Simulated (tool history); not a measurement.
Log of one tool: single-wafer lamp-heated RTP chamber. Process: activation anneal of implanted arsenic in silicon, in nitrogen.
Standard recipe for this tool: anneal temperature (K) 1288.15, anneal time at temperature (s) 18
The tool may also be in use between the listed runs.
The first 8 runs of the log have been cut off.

run   hour  anneal temperature (K)  anneal time at temperature (s)  wafers since the last listed run  wafers since the last pyrometer calibration  wafers since the reflector plate was cleaned  hours since the gauge calibration  read-back reference wafer on the same gauge, sheet resistance  sheet resistance of the implanted and annealed layer (ohm/square)
  9  125.9                 1303.15                              18                               206                                         2555                                          9969                              488.7                                                         111.03                                                             128.46
 10  143.9                 1288.15                              12                               214                                         2769                                         10183                              506.7                                                         111.02                                                             134.44
 11  161.3                 1288.15                              12                               207                                         2977                                         10391                              524.1                                                         111.10                                                             135.38
 12  169.7                 1288.15                              12                               100                                         3077                                         10491                              532.5                                                         110.87                                                             135.43
     208.8  -- gauge calibrated
 13  217.2                 1288.15                              18                               566                                         3644                                         11058                                8.4                                                         110.99                                                             130.55
     231.2  -- reflector plate cleaned
 14  233.8                 1288.15                              18                               102                                         3747                                            30                               25.0                                                         110.94                                                             130.60
     242.4  -- pyrometer window cleaned and pyrometer calibrated
 15  249.6                 1288.15                              18                                93                                           86                                           123                               40.8                                                         111.04                                                             133.33
 16  301.2                 1288.15                              18                               615                                          702                                           739                               92.4                                                         111.08                                                             133.29
 17  317.8                 1288.15                              18                               198                                          900                                           937                              109.0                                                         111.01                                                             132.86
 18  335.7                 1300.15                              25                               213                                         1113                                          1151                              126.9                                                         111.05                                                             127.55
 19  345.5                 1288.15                              10                               116                                         1230                                          1267                              136.7                                                         111.04                                                             136.45
 20  362.4                 1288.15                              28                               201                                         1432                                          1469                              153.6                                                         111.04                                                             128.52
 21  376.9                 1306.15                              26                               173                                         1605                                          1642                              168.1                                                         110.94                                                             125.25
 22  388.0                 1297.15                               9                               132                                         1737                                          1774                              179.2                                                         111.01                                                             135.94
 23  394.7                 1288.15                              13                                79                                         1817                                          1854                              185.9                                                         111.02                                                             133.97
 24  401.6                 1288.15                              18                                82                                         1899                                          1937                              192.8                                                         110.90                                                             132.49
 25  413.4                 1275.15                              12                               140                                         2040                                          2078                              204.6                                                         110.93                                                             138.67

Run 26 is up next; what results do you expect?
 26  423.6                 1269.15                              26                               121                                         2162                                          2199                              214.8                                                              ?                                                                  ?

Run 26 measured read-back reference wafer on the same gauge, sheet resistance 111.00, sheet resistance of the implanted and annealed layer (ohm/square) 131.74.
The same run, on a tool lacking any hidden state, would have yielded sheet resistance of the implanted and annealed layer (ohm/square) 133.60.
